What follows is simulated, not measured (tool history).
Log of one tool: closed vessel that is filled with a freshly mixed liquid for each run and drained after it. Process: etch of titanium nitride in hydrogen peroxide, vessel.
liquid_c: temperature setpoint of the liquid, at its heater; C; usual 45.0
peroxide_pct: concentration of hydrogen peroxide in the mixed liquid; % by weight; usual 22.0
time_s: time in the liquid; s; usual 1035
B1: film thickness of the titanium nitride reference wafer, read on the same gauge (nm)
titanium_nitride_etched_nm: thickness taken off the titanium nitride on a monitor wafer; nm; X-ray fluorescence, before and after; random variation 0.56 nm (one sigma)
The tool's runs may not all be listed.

{"run": 1, "hour": 0.0, "liquid_c": 45.0, "peroxide_pct": 22.0, "time_s": 1035, "B1": 89.99, "titanium_nitride_etched_nm": 64.21}
{"run": 2, "hour": 20.2, "liquid_c": 45.0, "peroxide_pct": 22.0, "time_s": 1035, "B1": 90.0, "titanium_nitride_etched_nm": 63.27}
{"run": 3, "hour": 32.4, "liquid_c": 45.0, "peroxide_pct": 22.0, "time_s": 1035, "B1": 90.0, "titanium_nitride_etched_nm": 65.0}
{"run": 4, "hour": 64.6, "liquid_c": 45.0, "peroxide_pct": 22.0, "time_s": 1035, "B1": 89.98, "titanium_nitride_etched_nm": 64.59}
{"run": 5, "hour": 88.8, "liquid_c": 42.5, "peroxide_pct": 22.0, "time_s": 1035, "B1": 90.0, "titanium_nitride_etched_nm": 53.45}
{"run": 6, "hour": 112.9, "liquid_c": 54.0, "peroxide_pct": 16.0, "time_s": 1640, "B1": 90.02, "titanium_nitride_etched_nm": 183.17}
{"run": 7, "hour": 144.1, "liquid_c": 45.0, "peroxide_pct": 17.5, "time_s": 1035, "B1": 90.01, "titanium_nitride_etched_nm": 61.02}
{"hour": 146.8, "done": "new drum of peroxide connected"}
{"run": 8, "hour": 166.9, "liquid_c": 45.0, "peroxide_pct": 26.5, "time_s": 1505, "B1": 90.0, "titanium_nitride_etched_nm": 96.82}
{"hour": 180.8, "done": "peroxide flow meter replaced"}
{"hour": 181.9, "done": "thermometer replaced"}
{"run": 9, "hour": 186.1, "liquid_c": 45.0, "peroxide_pct": 22.0, "time_s": 1035, "B1": 90.0, "titanium_nitride_etched_nm": 70.05}
{"hour": 189.6, "done": "gauge calibrated"}
{"run": 10, "hour": 209.9, "liquid_c": 53.5, "peroxide_pct": 22.0, "time_s": 1035, "B1": 90.0, "titanium_nitride_etched_nm": 128.55}
{"run": 11, "hour": 243.5, "liquid_c": 41.0, "peroxide_pct": 25.0, "time_s": 1570, "B1": 90.0, "titanium_nitride_etched_nm": 83.75}
{"run": 12, "hour": 259.1, "liquid_c": 45.0, "peroxide_pct": 17.5, "time_s": 1235, "B1": 90.01, "titanium_nitride_etched_nm": 81.1}
{"run": 13, "hour": 272.4, "liquid_c": 45.0, "peroxide_pct": 22.0, "time_s": 800, "B1": 90.0, "titanium_nitride_etched_nm": 54.28}
{"run": 14, "hour": 289.0, "liquid_c": 45.0, "peroxide_pct": 22.0, "time_s": 1325, "B1": 90.02, "titanium_nitride_etched_nm": 93.28}
{"run": 15, "hour": 322.7, "liquid_c": 45.0, "peroxide_pct": 22.0, "time_s": 1555, "B1": 89.99, "titanium_nitride_etched_nm": 107.62}
{"run": 16, "hour": 351.5, "liquid_c": 45.0, "peroxide_pct": 22.0, "time_s": 1035, "B1": 90.01, "titanium_nitride_etched_nm": 70.14}
{"hour": 409.2, "done": "thermometer replaced, repeated, since the last time left the tool worse"}
{"run": 17, "hour": 441.2, "liquid_c": 45.0, "peroxide_pct": 26.0, "time_s": 1350, "B1": 90.02, "titanium_nitride_etched_nm": 76.17}
{"run": 18, "hour": 456.4, "liquid_c": 39.0, "peroxide_pct": 22.0, "time_s": 1035, "B1": 89.98, "titanium_nitride_etched_nm": 36.06}
{"run": 19, "hour": 489.4, "liquid_c": 45.0, "peroxide_pct": 26.5, "time_s": 1505, "B1": 90.0, "titanium_nitride_etched_nm": 86.93}
{"run": 20, "hour": 503.5, "liquid_c": 36.0, "peroxide_pct": 26.0, "time_s": 1035, "B1": 89.98, "titanium_nitride_etched_nm": 29.09}
{"run": 21, "hour": 525.0, "liquid_c": 45.0, "peroxide_pct": 22.0, "time_s": 1035, "B1": 90.03, "titanium_nitride_etched_nm": 57.31}
{"run": 22, "hour": 561.0, "liquid_c": 54.0, "peroxide_pct": 16.5, "time_s": 1035, "B1": 89.97, "titanium_nitride_etched_nm": 103.33}
{"run": 23, "hour": 581.2, "liquid_c": 45.0, "peroxide_pct": 22.0, "time_s": 1035, "B1": 89.99, "titanium_nitride_etched_nm": 56.89}
{"run": 24, "hour": 595.3, "liquid_c": 45.0, "peroxide_pct": 22.0, "time_s": 1035, "B1": 89.99, "titanium_nitride_etched_nm": 56.57}
{"run": 25, "hour": 625.8, "liquid_c": 35.5, "peroxide_pct": 18.5, "time_s": 1195, "B1": 89.99, "titanium_nitride_etched_nm": 30.75}
{"run": 26, "hour": 644.0, "liquid_c": 45.0, "peroxide_pct": 16.0, "time_s": 1035, "B1": 90.0, "titanium_nitride_etched_nm": 52.85}
{"run": 27, "hour": 657.0, "liquid_c": 49.5, "peroxide_pct": 24.0, "time_s": 1625, "B1": 89.97, "titanium_nitride_etched_nm": 126.94}
{"run": 28, "hour": 671.5, "liquid_c": 35.5, "peroxide_pct": 22.0, "time_s": 1035, "B1": 89.99, "titanium_nitride_etched_nm": 28.07}
{"run": 29, "hour": 684.6, "liquid_c": 45.0, "peroxide_pct": 22.0, "time_s": 1035, "B1": 90.0, "titanium_nitride_etched_nm": 57.01}

Hidden state or all else? Some run-to-run changes of titanium_nitride_etched_nm, split into what the settings, what came in and random variation would give without the hidden state, and what is left for the hidden state (with any gauge scatter that isn't in both results):
The hidden state here: liquid hotter than its thermometer reads (K); peroxide flow above the setpoint (%); peroxide weaker than its label (%); gauge reads high (%).
Run 5 -> 6: liquid_c 42.5 -> 54.0, peroxide_pct 22.0 -> 16.0, time_s 1035 -> 1640. titanium_nitride_etched_nm +129.72 nm: hidden state +15.24, all else +114.48.
Run 6 -> 7: liquid_c 54.0 -> 45.0, peroxide_pct 16.0 -> 17.5, time_s 1640 -> 1035. titanium_nitride_etched_nm -122.15 nm: hidden state -14.19, all else -107.96.
Run 16 -> 17: peroxide_pct 22.0 -> 26.0, time_s 1035 -> 1350, thermometer replaced, repeated, since the last time left the tool worse. titanium_nitride_etched_nm +6.03 nm: hidden state -14.58, all else +20.61.
